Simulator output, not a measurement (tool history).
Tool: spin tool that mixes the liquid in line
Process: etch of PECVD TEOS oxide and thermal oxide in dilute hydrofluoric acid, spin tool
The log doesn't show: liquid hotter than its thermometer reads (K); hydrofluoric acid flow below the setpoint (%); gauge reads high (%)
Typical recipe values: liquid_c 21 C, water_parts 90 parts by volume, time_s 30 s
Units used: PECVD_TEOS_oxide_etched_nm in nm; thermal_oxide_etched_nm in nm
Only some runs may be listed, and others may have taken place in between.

run	hour	liquid_c	water_parts	time_s	wafers since the last listed run	hours since the thermometer was replaced	hours since the hydrofluoric acid flow meter was replaced	hours since the gauge calibration	read-back film thickness of the PECVD TEOS oxide reference wafer, read on the same gauge (nm)	read-back film thickness of the thermal oxide reference wafer, read on the same gauge (nm)	PECVD_TEOS_oxide_etched_nm	thermal_oxide_etched_nm
1	0	21	90	40	0	680.4	1039.9	50.4	120.04	79.992	11.17	2.002
2	12.1	21	90	25	128	692.5	1052	62.5	120	80.008	7.01	1.244
3	27.2	21	90	25	160	707.6	1067.1	77.6	120.03	80.011	7.02	1.264
4	36.2	23.5	90	30	95	716.6	1076.1	86.6	119.99	79.976	9.3	1.593
5	48.5	17	130	30	130	728.9	1088.4	98.9	119.97	80.014	4.72	0.836
6	59.1	21	90	45	112	739.5	1099	109.5	120	79.993	12.66	2.133
7	65.2	21	60	35	64	745.6	1105.1	115.6	120.04	80.004	15.19	2.693
8	74	17	90	15	93	754.4	1113.9	124.4	120.02	79.99	3.57	0.659
9	87.3	21	90	30	140	767.7	1127.2	137.7	119.98	80	8.42	1.509
# hour 94.8: hydrofluoric acid flow meter replaced
10	133.4	21	115	30	477	813.8	38.6	183.8	119.98	80.009	6.41	1.109
11	145.8	17	105	15	131	826.2	51	196.2	120.03	79.972	3	0.5
# hour 147.5: thermometer replaced
12	161.4	19	120	15	154	13.9	66.6	211.8	119.99	79.978	2.81	0.49
13	178.1	21	115	20	176	30.6	83.3	228.5	119.94	80.01	4.27	0.756
14	186.6	21	120	30	90	39.1	91.8	237	120	79.994	6.05	1.088
15	194.9	17	90	45	87	47.4	100.1	245.3	120.02	79.97	10.57	1.857
16	201.1	21	90	30	65	53.6	106.3	251.5	120	80.019	8.38	1.477
17	212.1	18.5	90	30	116	64.6	117.3	262.5	120.02	79.993	7.62	1.323
18	220.8	21	130	20	92	73.3	126	271.2	120.05	79.985	3.72	0.62
19	234.7	21	90	30	147	87.2	139.9	285.1	119.99	80.032	8.42	1.424
20	243.3	19.5	100	45	91	95.8	148.5	293.7	120.03	80	10.5	1.868
21	251.7	18	90	30	89	104.2	156.9	302.1	119.99	79.999	7.39	1.349
22	258.3	24.5	105	30	69	110.8	163.5	308.7	120.06	79.991	8.14	1.386
23	271.3	18.5	75	15	137	123.8	176.5	321.7	120.04	79.984	4.58	0.819
24	278.7	21	130	30	78	131.2	183.9	329.1	119.98	79.996	5.57	0.938
25	289.8	21	90	30	117	142.3	195	340.2	119.98	79.998	8.4	1.474

Run 26, settings as shown, results not yet in. Your forecast:
26	300.5	21	50	30	113	153	205.7	350.9	?	?	?	?

Run 26 yielded read-back film thickness of the PECVD TEOS oxide reference wafer, read on the same gauge (nm) 120.02, read-back film thickness of the thermal oxide reference wafer, read on the same gauge (nm) 79.999, PECVD_TEOS_oxide_etched_nm 15.79 nm, thermal_oxide_etched_nm 2.749 nm.
Take away the tool's hidden state, keep the run-to-run variation as it was, and the same run would have given PECVD_TEOS_oxide_etched_nm 15.79 nm, thermal_oxide_etched_nm 2.749 nm.
